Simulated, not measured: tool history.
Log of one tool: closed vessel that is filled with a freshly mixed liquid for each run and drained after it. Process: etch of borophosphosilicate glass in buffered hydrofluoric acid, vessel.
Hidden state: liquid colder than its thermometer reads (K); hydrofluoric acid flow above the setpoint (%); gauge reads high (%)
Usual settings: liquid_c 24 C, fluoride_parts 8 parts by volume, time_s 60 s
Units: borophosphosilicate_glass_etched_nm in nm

run	day	liquid_c	fluoride_parts	time_s	wafers since the last listed run	hours since the thermometer was replaced	hours since the hydrofluoric acid flow meter was replaced	hours since the gauge calibration	read-back film thickness of the borophosphosilicate glass reference wafer, read on the same gauge (nm)	borophosphosilicate_glass_etched_nm
1	0	24	8	60	0	2089.4	351.3	1775.2	100	236.33
2	3.408	24	8	60	12311	2171.2	433.1	1857	100.01	236.94
3	6.821	24	8	60	12327	2253.1	515	1938.9	100	233.85
4	10.3	24	5.5	60	12567	2336.6	598.5	2022.4	100	333.39
5	11.904	24	5.5	60	5794	2375.1	637	2060.9	99.99	335.62
6	13.904	24	5.5	60	7224	2423.1	685	2108.9	100.01	335.45
7	15.479	24	8	60	5689	2460.9	722.8	2146.7	100	237.15
# day 18.175: hydrofluoric acid flow meter replaced
8	19.083	24	8	60	12868	2547.4	21.8	2233.2	100	232.81
9	20.908	24	8	60	6592	2591.2	65.6	2277	99.98	234.46
10	25.221	24	8	60	15578	2694.7	169.1	2380.5	100	231.96
11	26.896	24	8	60	6050	2734.9	209.3	2420.7	100	232.48
# day 27.979: thermometer replaced
12	31.362	25.5	8	60	15984	81.2	316.5	2527.9	100.01	269.7
13	34.283	24	8	60	10550	151.3	386.6	2598	100.01	249.57
14	42.512	24	8	60	29726	348.8	584.1	2795.5	100.03	244.63
15	44.975	24	6	40	8895	407.9	643.2	2854.6	100.02	218.4
# day 47.896: gauge calibrated
16	48.392	24	8	60	12342	489.9	725.2	11.9	100	247.18
17	52.892	25.5	6	90	16255	597.9	833.2	119.9	100.01	532.06
18	55.317	24	6.5	60	8759	656.1	891.4	178.1	100.02	300.52
19	57.675	24	8	60	8519	712.7	948	234.7	100.02	245.23
# day 58.475: hydrofluoric acid flow meter replaced
20	61.304	24	8	60	12959	799.8	67.9	321.8	100	245.83
21	63.596	20	6.5	45	8278	854.8	122.9	376.8	99.98	181.8
22	67.2	20	10	35	13019	941.3	209.4	463.3	100.02	94.18
23	68.842	26.5	6.5	70	5930	980.7	248.8	502.7	99.99	396.63
24	73.029	28.5	7	30	15126	1081.2	349.3	603.2	100.03	179.79
25	76.888	27.5	8	60	13937	1173.8	441.9	695.8	100.01	290.93
26	81.046	24	8	60	15021	1273.6	541.7	795.6	100.01	241.93
27	84.933	25.5	9.5	85	14042	1366.9	635	888.9	99.99	314.96
28	87.2	19	8	30	8187	1421.3	689.4	943.3	100	91.05
29	92.525	27	8	40	19235	1549.1	817.2	1071.1	100	188.19
30	95.033	24	8	90	9060	1609.3	877.4	1131.3	100	356.17
# day 95.4: hydrofluoric acid flow meter replaced
31	96.742	24	8	60	6020	1650.3	32.2	1172.3	99.99	236.25

4 ways to go on from here, each from the tool as it stands after run 31. What would each give?
A	96.771	24	8	60	105	1651	32.9	1173	?	?
B	96.771	26.5	6	30	105	1651	32.9	1173	?	?
C	96.771	28.5	8	40	105	1651	32.9	1173	?	?
D	96.771	22.5	11	30	105	1651	32.9	1173	?	?

run	read-back film thickness of the borophosphosilicate glass reference wafer, read on the same gauge (nm)	borophosphosilicate_glass_etched_nm
A	100.01	238.17
B	100.01	180.6
C	100.01	201.9
D	100.01	82.12
Without the tool's hidden state the same runs would have given:
run	borophosphosilicate_glass_etched_nm
A	251.65
B	190.62
C	213.01
D	86.83
